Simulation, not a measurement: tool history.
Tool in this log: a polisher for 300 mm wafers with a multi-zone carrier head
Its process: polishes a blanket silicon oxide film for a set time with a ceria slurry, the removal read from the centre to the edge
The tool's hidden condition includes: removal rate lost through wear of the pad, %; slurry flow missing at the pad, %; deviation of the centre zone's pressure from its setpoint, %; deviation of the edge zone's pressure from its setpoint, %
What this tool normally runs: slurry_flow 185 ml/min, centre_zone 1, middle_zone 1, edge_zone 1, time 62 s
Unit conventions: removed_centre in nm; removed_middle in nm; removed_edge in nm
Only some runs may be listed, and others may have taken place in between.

run    hour  slurry_flow  centre_zone  middle_zone  edge_zone  time  wafers since the last listed run  wafers polished on this pad  hours since the slurry nozzle was cleaned  hours since the centre zone pressure was calibrated  hours since the edge zone pressure was calibrated  hours since the carrier head's membrane was replaced  incoming thickness of the incoming film, nm  removed_centre  removed_middle  removed_edge
  1       0          185            1            1          1    62                                 0                         1575                                      667.2                                                 11.7                                               95.1                                                 368.4                                        981.9             284           269.5         291.2
       44.8  -- slurry nozzle cleaned
  2    53.5          185            1            1          1    62                               537                         2113                                        8.7                                                 65.2                                              148.6                                                 421.9                                        974.2           300.7           289.1         299.5
       80.8  -- worn pad replaced by a new one
  3   111.6          185         0.95            1          1    62                               554                          315                                       66.8                                                123.3                                              206.7                                                   480                                          983           285.3           281.2           292
  4   192.6          185         1.04            1          1    78                               829                         1145                                      147.8                                                204.3                                              287.7                                                   561                                        978.7           394.8           360.1         371.1
  5   270.4          185            1            1          1    62                               797                         1942                                      225.6                                                282.1                                              365.5                                                 638.8                                        987.4             308           276.2         292.8
      312.1  -- worn pad replaced by a new one
  6   344.3          185            1            1          1    62                               716                          330                                      299.5                                                  356                                              439.4                                                 712.7                                        987.9             306           276.2           298
  7   429.2          185         0.92            1          1    62                               869                         1199                                      384.4                                                440.9                                              524.3                                                 797.6                                        983.8           284.6           274.3         289.6
  8     486          185         0.92            1          1    62                               581                         1781                                      441.2                                                497.7                                              581.1                                                 854.4                                       1007.5           286.2           271.7         293.8
      533.3  -- centre zone pressure recalibrated
  9   553.3          185         1.05            1          1    77                               668                         2450                                      508.5                                                   20                                              648.4                                                 921.7                                        994.1           367.7           334.9           357
      572.7  -- worn pad replaced by a new one
 10   601.6          185            1         0.95       0.96    62                               453                          296                                      556.8                                                 68.3                                              696.7                                                   970                                       1003.3             282           257.1         286.8
      647.2  -- edge zone pressure recalibrated
 11     691          185            1            1          1    62                               895                         1191                                      646.2                                                157.7                                               43.8                                                1059.4                                        984.9           284.5           264.7         282.5
      696.3  -- slurry nozzle cleaned
 12     770          210            1         0.96          1    62                               799                         1990                                       73.7                                                236.7                                              122.8                                                1138.4                                        992.7           318.1           279.1         303.9
      827.2  -- carrier head's membrane replaced by a new one
      828.4  -- worn pad replaced by a new one
 13     972          185            1         0.96          1    62                              2005                         1471                                      275.7                                                438.7                                              324.8                                                 144.8                                       1007.3           317.3             274           299
 14    1023          185         0.93         1.05          1    82                               522                         1993                                      326.7                                                489.7                                              375.8                                                 195.8                                        986.3           392.5           379.6           384
     1032.1  -- worn pad replaced by a new one
     1089.7  -- centre zone pressure recalibrated
 15  1115.5          185            1            1          1    62                               886                          833                                      419.2                                                 25.8                                              468.3                                                 288.3                                        979.9           292.5           276.9         291.6
 16  1155.9          185            1            1          1    74                               413                         1247                                      459.6                                                 66.2                                              508.7                                                 328.7                                       1002.4           351.9           334.4         349.3

Consider 4 possible next runs. They are alternatives, not a sequence: every one starts from the tool as it was left by run 16. What does each give?
  A  1156.3          185            1            1       0.94    62                                 4                         1251                                        460                                                 66.6                                              509.1                                                 329.1                                        979.5               ?               ?             ?
  B  1156.3          145         1.07         1.11          1    51                                 4                         1251                                        460                                                 66.6                                              509.1                                                 329.1                                        979.5               ?               ?             ?
  C  1156.3          250            1         0.93       1.07    75                                 4                         1251                                        460                                                 66.6                                              509.1                                                 329.1                                        979.5               ?               ?             ?
  D  1156.3          235         1.09            1          1    62                                 4                         1251                                        460                                                 66.6                                              509.1                                                 329.1                                        979.5               ?               ?             ?

run  removed_centre  removed_middle  removed_edge
  A           299.7           274.3         284.8
  B           246.1           232.1         230.8
  C           385.3           329.6         381.3
  D           342.9           286.7         302.7
Without the tool's unlogged condition, the same runs would have read:
run  removed_centre  removed_middle  removed_edge
  A           308.9           285.9         293.4
  B           257.3           244.9         239.6
  C             392           339.7           390
  D           349.7           296.1           310
